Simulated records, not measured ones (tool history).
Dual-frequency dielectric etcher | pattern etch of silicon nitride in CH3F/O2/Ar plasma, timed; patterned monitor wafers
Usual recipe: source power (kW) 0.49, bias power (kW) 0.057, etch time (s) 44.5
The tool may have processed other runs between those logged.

run,day,source power (kW),bias power (kW),etch time (s),wafers since the last listed run,hours since the last wet clean,hours since the last source power generator calibration,hours since the last bias power generator calibration,hours since the last upper electrode change,hours since the gauge calibration,"read-back reference wafer on the same gauge, depth_nm",mean etch depth across the wafer (Å)
1,0,0.49,0.057,44.5,0,248.1,3514.6,1581.3,5186.3,551.2,24.09,294.3
2,0.429,0.49,0.057,44.5,182,258.4,3524.9,1591.6,5196.6,561.5,24.1,292.7
3,0.804,0.49,0.057,44.5,159,267.4,3533.9,1600.6,5205.6,570.5,24.08,293.3
4,2.483,0.49,0.057,44.5,714,307.7,3574.2,1640.9,5245.9,610.8,24.11,292.8
5,2.946,0.49,0.057,44.5,196,318.8,3585.3,1652,5257,621.9,24.04,291.5
6,3.45,0.49,0.057,44.5,214,330.9,3597.4,1664.1,5269.1,634,24.11,291.9
# day 3.625: gauge calibrated
7,3.929,0.49,0.057,44.5,204,342.4,3608.9,1675.6,5280.6,7.3,24.12,294.3
# day 5.212: upper electrode replaced
8,5.233,0.49,0.057,44.5,129,373.7,3640.2,1706.9,0.5,38.6,24.1,289.1
9,5.246,0.49,0.057,44.5,5,374,3640.5,1707.2,0.8,38.9,24.11,289.3
10,5.892,0.59,0.057,54,274,389.5,3656,1722.7,16.3,54.4,24.15,368.7
11,6.242,0.42,0.044,44.5,149,397.9,3664.4,1731.1,24.7,62.8,24.13,263.4
12,6.821,0.4,0.057,44.5,246,411.8,3678.3,1745,38.6,76.7,24.09,276.8
# day 7.912: wet clean of the chamber
13,7.933,0.49,0.057,44.5,47,0.5,3705,1771.7,65.3,103.4,24.14,297.7
14,7.946,0.54,0.057,37.5,5,0.8,3705.3,1772,65.6,103.7,24.09,257.1
15,8.662,0.38,0.05,44.5,305,18,3722.5,1789.2,82.8,120.9,24.11,271.9
# day 8.883: bias power generator calibrated
16,9.242,0.49,0.053,44.5,175,31.9,3736.4,8.6,96.7,134.8,24.12,290.4
# day 10.079: source power generator calibrated
17,10.1,0.53,0.053,37.5,294,52.5,0.5,29.2,117.3,155.4,24.12,249
18,10.35,0.49,0.057,44.5,106,58.5,6.5,35.2,123.3,161.4,24.11,296
19,10.754,0.45,0.057,33.5,172,68.2,16.2,44.9,133,171.1,24.11,216.3
20,11.392,0.49,0.057,32,271,83.5,31.5,60.2,148.3,186.4,24.11,212.5
21,11.696,0.38,0.051,44.5,129,90.8,38.8,67.5,155.6,193.7,24.1,271.8
22,12.092,0.49,0.057,44.5,168,100.3,48.3,77,165.1,203.2,24.13,294.2
23,12.454,0.57,0.057,44.5,154,109,57,85.7,173.8,211.9,24.12,304.9
24,13.138,0.49,0.057,44.5,290,125.4,73.4,102.1,190.2,228.3,24.11,294.5
25,13.629,0.57,0.063,41,209,137.2,85.2,113.9,202,240.1,24.16,288.7
26,14.292,0.49,0.057,39,282,153.1,101.1,129.8,217.9,256,24.14,255.7
27,14.692,0.6,0.048,31,170,162.7,110.7,139.4,227.5,265.6,24.11,207.5
28,14.996,0.61,0.053,50.5,129,170,118,146.7,234.8,272.9,24.11,345.8
29,17.204,0.49,0.057,44.5,940,223,171,199.7,287.8,325.9,24.07,289
30,17.842,0.49,0.051,36.5,271,238.3,186.3,215,303.1,341.2,24.1,234.2
31,18.258,0.38,0.05,44.5,177,248.3,196.3,225,313.1,351.2,24.11,265.5

Alternative continuations, all from the tool just after run 31; predict every row:
A,18.275,0.54,0.057,44.5,7,248.7,196.7,225.4,313.5,351.6,?,?
B,18.275,0.49,0.045,44.5,7,248.7,196.7,225.4,313.5,351.6,?,?
C,18.275,0.49,0.057,35,7,248.7,196.7,225.4,313.5,351.6,?,?

run,"read-back reference wafer on the same gauge, depth_nm",mean etch depth across the wafer (Å)
A,24.1,297.2
B,24.1,276.5
C,24.1,228.2
What these runs would have given with no unlogged condition in the tool:
run,mean etch depth across the wafer (Å)
A,307.6
B,286.1
C,236.2
